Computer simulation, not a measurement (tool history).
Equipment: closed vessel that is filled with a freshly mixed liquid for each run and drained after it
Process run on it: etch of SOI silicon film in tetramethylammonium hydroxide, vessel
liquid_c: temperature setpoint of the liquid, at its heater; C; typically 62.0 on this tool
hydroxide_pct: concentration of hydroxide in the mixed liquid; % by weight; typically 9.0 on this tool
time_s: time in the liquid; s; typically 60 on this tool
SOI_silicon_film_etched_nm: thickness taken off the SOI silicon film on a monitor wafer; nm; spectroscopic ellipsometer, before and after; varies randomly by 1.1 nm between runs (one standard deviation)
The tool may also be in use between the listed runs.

run	hour	liquid_c	hydroxide_pct	time_s	wafers since the last listed run	hours since the thermometer was replaced	hours since the hydroxide flow meter was replaced	hours since the gauge calibration	read-back film thickness of the SOI silicon film reference wafer, read on the same gauge (nm)	SOI_silicon_film_etched_nm
1	0.0	62.0	9.0	85	0	345.8	792.1	1157.3	140.03	386.98
2	23.3	62.0	9.0	85	3439	369.1	815.4	1180.6	139.98	389.85
3	42.8	62.0	9.0	85	2878	388.6	834.9	1200.1	140.02	385.66
4	77.8	62.0	7.0	60	5166	423.6	869.9	1235.1	139.98	295.07
# hour 82.4: gauge calibrated
5	91.4	62.0	7.0	60	2007	437.2	883.5	9.0	139.98	292.82
6	105.2	62.0	7.0	60	2036	451.0	897.3	22.8	140.00	295.92
7	122.4	62.0	8.0	60	2538	468.2	914.5	40.0	139.98	285.31
8	146.4	62.0	8.0	60	3542	492.2	938.5	64.0	139.97	282.90
9	180.5	68.5	9.5	60	5033	526.3	972.6	98.1	140.01	397.59
10	204.6	67.5	9.0	80	3557	550.4	996.7	122.2	140.02	507.98
11	236.2	62.0	9.0	40	4664	582.0	1028.3	153.8	140.02	181.86
# hour 243.2: thermometer replaced
12	252.9	70.0	10.0	80	2317	9.7	1045.0	170.5	140.05	581.87
13	286.7	69.0	8.0	45	4988	43.5	1078.8	204.3	140.04	329.47
14	314.7	62.0	8.0	60	4132	71.5	1106.8	232.3	140.03	288.63
15	342.1	62.0	10.0	30	4044	98.9	1134.2	259.7	139.98	134.78
# hour 350.0: hydroxide flow meter replaced
16	359.6	66.0	11.0	50	2435	116.4	9.6	277.2	140.00	268.22
17	378.9	56.0	7.0	60	2848	135.7	28.9	296.5	140.02	198.68
18	486.7	62.0	6.5	60	15911	243.5	136.7	404.3	140.03	296.57
19	504.1	70.0	9.0	60	2568	260.9	154.1	421.7	139.95	436.11
20	520.7	67.5	10.0	75	2450	277.5	170.7	438.3	140.02	452.08
21	553.6	57.0	7.0	90	4856	310.4	203.6	471.2	140.01	318.98
22	579.6	62.0	6.5	60	3837	336.4	229.6	497.2	139.96	294.34
23	592.5	66.0	9.0	90	1904	349.3	242.5	510.1	140.01	514.50
24	620.8	56.0	7.0	60	4177	377.6	270.8	538.4	139.99	198.85
25	636.0	62.0	9.0	60	2243	392.8	286.0	553.6	140.01	270.46
26	665.7	62.0	10.5	60	4383	422.5	315.7	583.3	140.01	254.09
27	679.2	58.0	6.5	75	1992	436.0	329.2	596.8	139.99	288.67
28	714.1	65.0	7.0	95	5151	470.9	364.1	631.7	139.99	550.50
29	737.9	62.0	9.0	60	3512	494.7	387.9	655.5	139.99	270.24
30	757.1	62.0	11.0	60	2833	513.9	407.1	674.7	139.99	253.76
31	788.8	54.0	11.5	60	4678	545.6	438.8	706.4	139.98	149.41
32	824.6	57.5	7.0	40	5284	581.4	474.6	742.2	140.03	146.39
# hour 836.3: thermometer replaced
33	860.0	68.5	9.0	30	5077	23.7	510.0	777.6	140.00	202.32

Across each entry between runs, compare the hidden state at the last listed run before it with the hidden state at the first listed run after it:
From run 4 to run 5: gauge calibrated (hour 82.4)
  liquid colder than its thermometer reads (K): 0.256 -> 0.262; hydroxide flow below the setpoint (%): 8 -> 8.12
  measured result minus the result with no hidden state, SOI_silicon_film_etched_nm: +1.39 -> +1.47 nm
From run 11 to run 12: thermometer replaced (hour 243.2)
  liquid colder than its thermometer reads (K): 0.333 -> 0.0246; hydroxide flow below the setpoint (%): 9.37 -> 9.51
  measured result minus the result with no hidden state, SOI_silicon_film_etched_nm: +2.39 -> +21.76 nm
From run 15 to run 16: hydroxide flow meter replaced (hour 350.0)
  liquid colder than its thermometer reads (K): 0.068 -> 0.0765; hydroxide flow below the setpoint (%): 10.3 -> 1.86
  measured result minus the result with no hidden state, SOI_silicon_film_etched_nm: +5.04 -> +0.51 nm
From run 32 to run 33: thermometer replaced (hour 836.3)
  liquid colder than its thermometer reads (K): 0.303 -> 0.0375; hydroxide flow below the setpoint (%): 5.88 -> 6.18
  measured result minus the result with no hidden state, SOI_silicon_film_etched_nm: -0.57 -> +3.98 nm

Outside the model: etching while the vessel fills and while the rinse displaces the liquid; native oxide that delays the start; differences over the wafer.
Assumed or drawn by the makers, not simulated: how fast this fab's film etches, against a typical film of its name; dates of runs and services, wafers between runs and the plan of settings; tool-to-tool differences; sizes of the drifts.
